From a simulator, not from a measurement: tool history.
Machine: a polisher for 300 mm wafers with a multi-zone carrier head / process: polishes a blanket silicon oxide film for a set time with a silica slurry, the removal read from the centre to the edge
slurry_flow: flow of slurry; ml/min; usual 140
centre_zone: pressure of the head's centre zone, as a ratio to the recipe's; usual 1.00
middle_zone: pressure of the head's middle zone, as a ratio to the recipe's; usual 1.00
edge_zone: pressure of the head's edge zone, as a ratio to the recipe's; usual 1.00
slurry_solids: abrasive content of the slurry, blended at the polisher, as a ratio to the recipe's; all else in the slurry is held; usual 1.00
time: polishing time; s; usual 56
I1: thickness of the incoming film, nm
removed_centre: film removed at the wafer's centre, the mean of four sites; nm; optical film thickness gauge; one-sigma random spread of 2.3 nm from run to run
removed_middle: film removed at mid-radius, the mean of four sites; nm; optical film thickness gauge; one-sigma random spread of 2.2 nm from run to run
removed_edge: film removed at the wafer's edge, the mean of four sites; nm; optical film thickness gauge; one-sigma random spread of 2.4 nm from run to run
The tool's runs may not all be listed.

run 1 day=0.000 | slurry_flow=140 centre_zone=0.94 middle_zone=1.00 edge_zone=1.00 slurry_solids=1.00 time=56 | I1=1305.2 | removed_centre=189.5 removed_middle=205.2 removed_edge=197.0
run 2 day=2.396 | slurry_flow=140 centre_zone=0.94 middle_zone=1.00 edge_zone=1.00 slurry_solids=1.00 time=56 | I1=1285.5 | removed_centre=199.9 removed_middle=208.9 removed_edge=207.9
run 3 day=4.092 | slurry_flow=140 centre_zone=0.94 middle_zone=1.00 edge_zone=1.00 slurry_solids=1.00 time=56 | I1=1286.0 | removed_centre=194.3 removed_middle=206.9 removed_edge=204.1
run 4 day=7.312 | slurry_flow=140 centre_zone=1.00 middle_zone=1.00 edge_zone=1.00 slurry_solids=1.00 time=56 | I1=1298.4 | removed_centre=207.3 removed_middle=202.2 removed_edge=195.0
run 5 day=18.496 | slurry_flow=140 centre_zone=1.00 middle_zone=1.00 edge_zone=1.00 slurry_solids=1.00 time=56 | I1=1289.4 | removed_centre=203.4 removed_middle=199.8 removed_edge=200.3
run 6 day=21.812 | slurry_flow=140 centre_zone=1.00 middle_zone=1.00 edge_zone=1.00 slurry_solids=1.00 time=56 | I1=1314.7 | removed_centre=200.4 removed_middle=202.2 removed_edge=197.7
run 7 day=26.000 | slurry_flow=140 centre_zone=1.00 middle_zone=1.00 edge_zone=1.00 slurry_solids=1.15 time=56 | I1=1302.6 | removed_centre=214.2 removed_middle=213.3 removed_edge=208.5
run 8 day=30.321 | slurry_flow=140 centre_zone=1.00 middle_zone=1.00 edge_zone=1.00 slurry_solids=1.00 time=49 | I1=1329.4 | removed_centre=181.9 removed_middle=174.8 removed_edge=176.1
run 9 day=32.983 | slurry_flow=140 centre_zone=1.00 middle_zone=1.00 edge_zone=1.00 slurry_solids=1.00 time=49 | I1=1308.8 | removed_centre=178.9 removed_middle=175.6 removed_edge=175.3
run 10 day=34.662 | slurry_flow=110 centre_zone=1.00 middle_zone=1.00 edge_zone=1.00 slurry_solids=1.00 time=56 | I1=1332.0 | removed_centre=201.0 removed_middle=196.9 removed_edge=197.8
run 11 day=37.296 | slurry_flow=140 centre_zone=1.00 middle_zone=1.00 edge_zone=1.00 slurry_solids=1.00 time=56 | I1=1281.6 | removed_centre=205.2 removed_middle=200.9 removed_edge=199.2
run 12 day=40.062 | slurry_flow=140 centre_zone=1.00 middle_zone=0.89 edge_zone=1.00 slurry_solids=1.00 time=56 | I1=1303.7 | removed_centre=205.9 removed_middle=184.8 removed_edge=200.8
run 13 day=42.612 | slurry_flow=140 centre_zone=1.00 middle_zone=1.00 edge_zone=1.07 slurry_solids=1.00 time=56 | I1=1290.0 | removed_centre=206.9 removed_middle=200.6 removed_edge=206.2
run 14 day=48.858 | slurry_flow=140 centre_zone=0.89 middle_zone=1.00 edge_zone=1.00 slurry_solids=1.00 time=56 | I1=1321.1 | removed_centre=181.0 removed_middle=200.3 removed_edge=199.0
run 15 day=50.617 | slurry_flow=140 centre_zone=0.88 middle_zone=1.00 edge_zone=1.00 slurry_solids=0.75 time=56 | I1=1288.6 | removed_centre=167.5 removed_middle=191.1 removed_edge=181.4
run 16 day=52.242 | slurry_flow=140 centre_zone=1.09 middle_zone=1.00 edge_zone=1.00 slurry_solids=1.00 time=56 | I1=1320.8 | removed_centre=226.9 removed_middle=199.4 removed_edge=197.6
run 17 day=54.758 | slurry_flow=140 centre_zone=1.00 middle_zone=1.00 edge_zone=1.00 slurry_solids=1.00 time=56 | I1=1328.7 | removed_centre=215.4 removed_middle=209.3 removed_edge=209.8
run 18 day=57.908 | slurry_flow=140 centre_zone=0.93 middle_zone=1.00 edge_zone=1.00 slurry_solids=1.00 time=56 | I1=1295.2 | removed_centre=194.8 removed_middle=203.6 removed_edge=199.1

The log once held 11 entries between its listed runs, left out of this copy. Where does each go, and what is different about the tool's unlogged condition between the listed run before it and the listed run after it?
In the gap between runs 1 and 2: worn pad replaced by a new one (day 1.154)
  removal rate lost through wear of the pad, %: 4.51 -> 1.67
  measured result minus the result with no hidden state, removed_centre: -9.0 -> -3.4 nm; removed_middle: -9.7 -> -3.5 nm; removed_edge: -9.4 -> -3.5 nm
In the gap between runs 4 and 5: worn pad replaced by a new one (day 12.183)
  removal rate lost through wear of the pad, %: 4.13 -> 4.72
  measured result minus the result with no hidden state, removed_centre: -8.9 -> -10.1 nm; removed_middle: -8.7 -> -9.9 nm; removed_edge: -8.3 -> -9.9 nm
In the gap between runs 6 and 7: worn pad replaced by a new one (day 22.862); slurry nozzle cleaned (day 23.725)
  removal rate lost through wear of the pad, %: 5.25 -> 3.02
  measured result minus the result with no hidden state, removed_centre: -11.1 -> -6.7 nm; removed_middle: -11.3 -> -6.7 nm; removed_edge: -10.9 -> -6.5 nm
In the gap between runs 9 and 10: worn pad replaced by a new one (day 33.192)
  removal rate lost through wear of the pad, %: 4.77 -> 1.59
  measured result minus the result with no hidden state, removed_centre: -9.0 -> -3.2 nm; removed_middle: -8.8 -> -3.2 nm; removed_edge: -8.8 -> -3.2 nm
In the gap between runs 10 and 11: centre zone pressure recalibrated (day 35.288)
  removal rate lost through wear of the pad, %: 1.59 -> 3.19
  measured result minus the result with no hidden state, removed_centre: -3.2 -> -6.8 nm; removed_middle: -3.2 -> -6.7 nm; removed_edge: -3.2 -> -6.5 nm
In the gap between runs 11 and 12: carrier head's membrane replaced by a new one (day 40.042)
  removal rate lost through wear of the pad, %: 3.19 -> 4.02
  measured result minus the result with no hidden state, removed_centre: -6.8 -> -8.6 nm; removed_middle: -6.7 -> -7.7 nm; removed_edge: -6.5 -> -8.4 nm
In the gap between runs 13 and 14: worn pad replaced by a new one (day 44.379); edge zone pressure recalibrated (day 45.804)
  removal rate lost through wear of the pad, %: 4.41 -> 3.51
  measured result minus the result with no hidden state, removed_centre: -9.5 -> -6.6 nm; removed_middle: -9.2 -> -7.3 nm; removed_edge: -9.6 -> -7.2 nm
In the gap between runs 14 and 15: slurry nozzle cleaned (day 49.029)
  removal rate lost through wear of the pad, %: 3.51 -> 4.05
  measured result minus the result with no hidden state, removed_centre: -6.6 -> -7.1 nm; removed_middle: -7.3 -> -8.1 nm; removed_edge: -7.2 -> -7.6 nm
In the gap between runs 16 and 17: worn pad replaced by a new one (day 54.738)
  removal rate lost through wear of the pad, %: 4.37 -> 0.298
  measured result minus the result with no hidden state, removed_centre: -10.4 -> -0.6 nm; removed_middle: -9.1 -> -0.6 nm; removed_edge: -9.1 -> -0.6 nm
